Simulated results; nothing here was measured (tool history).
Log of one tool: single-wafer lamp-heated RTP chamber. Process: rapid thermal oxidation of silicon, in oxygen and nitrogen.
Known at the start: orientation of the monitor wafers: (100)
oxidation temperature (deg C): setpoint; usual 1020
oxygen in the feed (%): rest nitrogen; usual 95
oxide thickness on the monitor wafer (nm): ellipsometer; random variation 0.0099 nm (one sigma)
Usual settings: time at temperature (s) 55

run,hour,oxidation temperature (deg C),time at temperature (s),oxygen in the feed (%),wafers since the last listed run,wafers since the last pyrometer calibration,hours since the oxygen flow controller was replaced,hours since the gauge calibration,"read-back reference wafer on the same gauge, thickness",oxide thickness on the monitor wafer (nm)
1,0,1020,55,95,0,2521,4482,79.8,5.779,6.667
2,11.9,1020,77,95,88,2609,4493.9,91.7,5.778,7.769
3,24.1,1020,77,95,90,2700,4506.1,103.9,5.78,7.754
4,35,1020,55,98,80,2781,4517,114.8,5.78,6.763
5,50.8,1020,55,98,117,2898,4532.8,130.6,5.777,6.762
6,63.9,1020,63,98,97,2995,4545.9,143.7,5.783,7.181
7,77.1,1020,55,95,97,3093,4559.1,156.9,5.776,6.667
8,91.7,1020,55,95,108,3201,4573.7,171.5,5.776,6.68
9,106.1,1020,55,95,106,3308,4588.1,185.9,5.78,6.67
10,119.2,1013,55,95,97,3405,4601.2,199,5.779,6.355
11,132.7,1013,55,95,100,3505,4614.7,212.5,5.779,6.36
12,179.8,1029,55,95,349,3855,4661.8,259.6,5.782,7.132
13,196.4,1029,55,95,123,3978,4678.4,276.2,5.779,7.132
14,209.4,1029,55,95,96,4074,4691.4,289.2,5.775,7.124
15,224,1020,55,95,108,4182,4706,303.8,5.781,6.69
# hour 224.2: gauge calibrated
16,244.3,1020,55,95,150,4333,4726.3,20.1,5.775,6.698
17,255.8,1029,46,98,85,4418,4737.8,31.6,5.779,6.664
18,263.1,1020,55,95,54,4472,4745.1,38.9,5.776,6.689
# hour 272.8: pyrometer window cleaned and pyrometer calibrated
19,278.5,1020,55,95,54,42,4760.5,54.3,5.777,6.609
20,286.7,1003,67,98,60,103,4768.7,62.5,5.785,6.428
# hour 307.5: oxygen flow controller replaced
21,308,1040,55,98,98,201,0.5,83.8,5.778,7.686
22,315.8,1020,32,72,57,259,8.3,91.6,5.778,4.762
23,332.3,997,38,70,122,382,24.8,108.1,5.781,4.347
24,340,997,39,70,57,439,32.5,115.8,5.775,4.388
25,350,1020,55,87,74,513,42.5,125.8,5.782,6.43
26,365.5,1003,55,98,114,628,58,141.3,5.782,5.941
27,378.3,1020,55,95,94,723,70.8,154.1,5.778,6.643
28,392,1029,55,95,101,824,84.5,167.8,5.779,7.072
29,406,1006,55,95,103,928,98.5,181.8,5.78,6.013
30,420.8,1020,55,87,109,1038,113.3,196.6,5.779,6.454
31,433.9,999,76,76,97,1135,126.4,209.7,5.779,6.112
32,448.4,997,33,98,107,1243,140.9,224.2,5.778,4.599
33,457.4,1020,55,95,66,1309,149.9,233.2,5.777,6.671

The tool's hidden state at each run:
deviation of the oxygen flow from its setpoint, %: 0 in every run
gauge reads high (%): 0 in every run
H1: true wafer temperature minus pyrometer reading, K
run,H1
1,1.84
2,1.86
3,1.88
4,1.9
5,1.93
6,1.95
7,1.97
8,1.99
9,2.01
10,2.02
11,2.04
12,2.08
13,2.1
14,2.11
15,2.12
16,2.13
17,2.14
18,2.14
19,0.365
20,0.449
21,0.654
22,0.724
23,0.863
24,0.924
25,1
26,1.11
27,1.2
28,1.28
29,1.36
30,1.44
31,1.51
32,1.58
33,1.62
